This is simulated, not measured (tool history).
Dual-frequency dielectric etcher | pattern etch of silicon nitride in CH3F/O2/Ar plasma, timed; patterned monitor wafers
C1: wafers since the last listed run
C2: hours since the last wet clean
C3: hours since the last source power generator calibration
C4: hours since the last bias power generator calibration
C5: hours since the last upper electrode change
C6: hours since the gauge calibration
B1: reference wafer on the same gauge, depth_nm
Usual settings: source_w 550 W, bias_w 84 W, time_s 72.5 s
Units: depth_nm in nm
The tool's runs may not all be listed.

run 1 hour=0 | source_w=550 bias_w=92 time_s=83 | C1=0 C2=194.6 C3=2108.1 C4=2501.2 C5=4258.2 C6=197.7 | B1=47 | depth_nm=65.8
run 2 hour=16.2 | source_w=550 bias_w=92 time_s=83 | C1=203 C2=210.8 C3=2124.3 C4=2517.4 C5=4274.4 C6=213.9 | B1=46.9 | depth_nm=65.6
run 3 hour=29.2 | source_w=550 bias_w=92 time_s=83 | C1=162 C2=223.8 C3=2137.3 C4=2530.4 C5=4287.4 C6=226.9 | B1=46.9 | depth_nm=66.7
run 4 hour=49.3 | source_w=550 bias_w=84 time_s=72.5 | C1=251 C2=243.9 C3=2157.4 C4=2550.5 C5=4307.5 C6=247 | B1=46.9 | depth_nm=55.6
run 5 hour=68.4 | source_w=550 bias_w=84 time_s=72.5 | C1=239 C2=263 C3=2176.5 C4=2569.6 C5=4326.6 C6=266.1 | B1=47 | depth_nm=55.8
run 6 hour=98.1 | source_w=550 bias_w=72 time_s=72.5 | C1=372 C2=292.7 C3=2206.2 C4=2599.3 C5=4356.3 C6=295.8 | B1=47 | depth_nm=52.7
run 7 hour=112.9 | source_w=610 bias_w=79 time_s=72.5 | C1=185 C2=307.5 C3=2221 C4=2614.1 C5=4371.1 C6=310.6 | B1=47.2 | depth_nm=57.5
run 8 hour=135.2 | source_w=610 bias_w=79 time_s=72.5 | C1=279 C2=329.8 C3=2243.3 C4=2636.4 C5=4393.4 C6=332.9 | B1=47.1 | depth_nm=57.3
run 9 hour=170.5 | source_w=610 bias_w=79 time_s=72.5 | C1=442 C2=365.1 C3=2278.6 C4=2671.7 C5=4428.7 C6=368.2 | B1=47.1 | depth_nm=57.8
run 10 hour=190 | source_w=550 bias_w=84 time_s=72.5 | C1=244 C2=384.6 C3=2298.1 C4=2691.2 C5=4448.2 C6=387.7 | B1=47 | depth_nm=55.9
run 11 hour=216.4 | source_w=550 bias_w=84 time_s=72.5 | C1=330 C2=411 C3=2324.5 C4=2717.6 C5=4474.6 C6=414.1 | B1=47.1 | depth_nm=55.9
run 12 hour=229 | source_w=550 bias_w=84 time_s=72.5 | C1=157 C2=423.6 C3=2337.1 C4=2730.2 C5=4487.2 C6=426.7 | B1=47.1 | depth_nm=56.1
run 13 hour=255.2 | source_w=550 bias_w=84 time_s=72.5 | C1=328 C2=449.8 C3=2363.3 C4=2756.4 C5=4513.4 C6=452.9 | B1=47.1 | depth_nm=56.1
-- hour=264.1 gauge calibrated
-- hour=274.1 bias power generator calibrated
run 14 hour=284.5 | source_w=550 bias_w=84 time_s=72.5 | C1=317 C2=479.1 C3=2392.6 C4=10.4 C5=4542.7 C6=20.4 | B1=46.6 | depth_nm=55
run 15 hour=314 | source_w=550 bias_w=84 time_s=72.5 | C1=369 C2=508.6 C3=2422.1 C4=39.9 C5=4572.2 C6=49.9 | B1=46.9 | depth_nm=55.8
run 16 hour=343 | source_w=550 bias_w=90 time_s=58 | C1=363 C2=537.6 C3=2451.1 C4=68.9 C5=4601.2 C6=78.9 | B1=46.9 | depth_nm=45.1
run 17 hour=377 | source_w=640 bias_w=84 time_s=54.5 | C1=426 C2=571.6 C3=2485.1 C4=102.9 C5=4635.2 C6=112.9 | B1=46.9 | depth_nm=45.6
run 18 hour=404 | source_w=550 bias_w=78 time_s=72.5 | C1=338 C2=598.6 C3=2512.1 C4=129.9 C5=4662.2 C6=139.9 | B1=47 | depth_nm=54.2
-- hour=451 upper electrode replaced
run 19 hour=468.8 | source_w=550 bias_w=84 time_s=72.5 | C1=511 C2=663.4 C3=2576.9 C4=194.7 C5=17.8 C6=204.7 | B1=47.3 | depth_nm=55.6
run 20 hour=498.2 | source_w=550 bias_w=72 time_s=89.5 | C1=368 C2=692.8 C3=2606.3 C4=224.1 C5=47.2 C6=234.1 | B1=47.2 | depth_nm=65
-- hour=529.3 wet clean of the chamber
-- hour=529.6 source power generator calibrated
run 21 hour=530.1 | source_w=550 bias_w=92 time_s=83 | C1=95 C2=0.8 C3=0.5 C4=256 C5=79.1 C6=266 | B1=47.2 | depth_nm=66.4
run 22 hour=547.9 | source_w=550 bias_w=84 time_s=72.5 | C1=223 C2=18.6 C3=18.3 C4=273.8 C5=96.9 C6=283.8 | B1=47.3 | depth_nm=56.1
run 23 hour=569.3 | source_w=670 bias_w=75 time_s=79.5 | C1=268 C2=40 C3=39.7 C4=295.2 C5=118.3 C6=305.2 | B1=47.3 | depth_nm=65.2
run 24 hour=581.3 | source_w=550 bias_w=84 time_s=58.5 | C1=150 C2=52 C3=51.7 C4=307.2 C5=130.3 C6=317.2 | B1=47.3 | depth_nm=45.3
run 25 hour=607.5 | source_w=550 bias_w=84 time_s=56 | C1=328 C2=78.2 C3=77.9 C4=333.4 C5=156.5 C6=343.4 | B1=47.3 | depth_nm=43.4
run 26 hour=623.2 | source_w=490 bias_w=70 time_s=85 | C1=196 C2=93.9 C3=93.6 C4=349.1 C5=172.2 C6=359.1 | B1=47.4 | depth_nm=57.9
run 27 hour=642.9 | source_w=460 bias_w=78 time_s=52.5 | C1=246 C2=113.6 C3=113.3 C4=368.8 C5=191.9 C6=378.8 | B1=47.4 | depth_nm=35.8
run 28 hour=675.9 | source_w=550 bias_w=84 time_s=72.5 | C1=413 C2=146.6 C3=146.3 C4=401.8 C5=224.9 C6=411.8 | B1=47.4 | depth_nm=56.5

Some steps in depth_nm between neighbouring runs. How much of each would the tool show without its hidden state too (settings, what came in, random variation), and how much is left for the hidden state, with any gauge scatter that isn't in both results?
The hidden state here: etch rate over this chamber's usual, %; source power that arrives over what is set, %; bias power that arrives over what is set, %; gauge reads high (%).
Run 13 -> 14: gauge calibrated, bias power generator calibrated. depth_nm -1.1 nm: hidden state -0.6, all else -0.5.
Run 23 -> 24: source_w 670 -> 550, bias_w 75 -> 84, time_s 79.5 -> 58.5. depth_nm -19.9 nm: hidden state -0.4, all else -19.5.
Run 26 -> 27: source_w 490 -> 460, bias_w 70 -> 78, time_s 85 -> 52.5. depth_nm -22.1 nm: hidden state -0.4, all else -21.7.
Run 27 -> 28: source_w 460 -> 550, bias_w 78 -> 84, time_s 52.5 -> 72.5. depth_nm +20.7 nm: hidden state +0.4, all else +20.3.
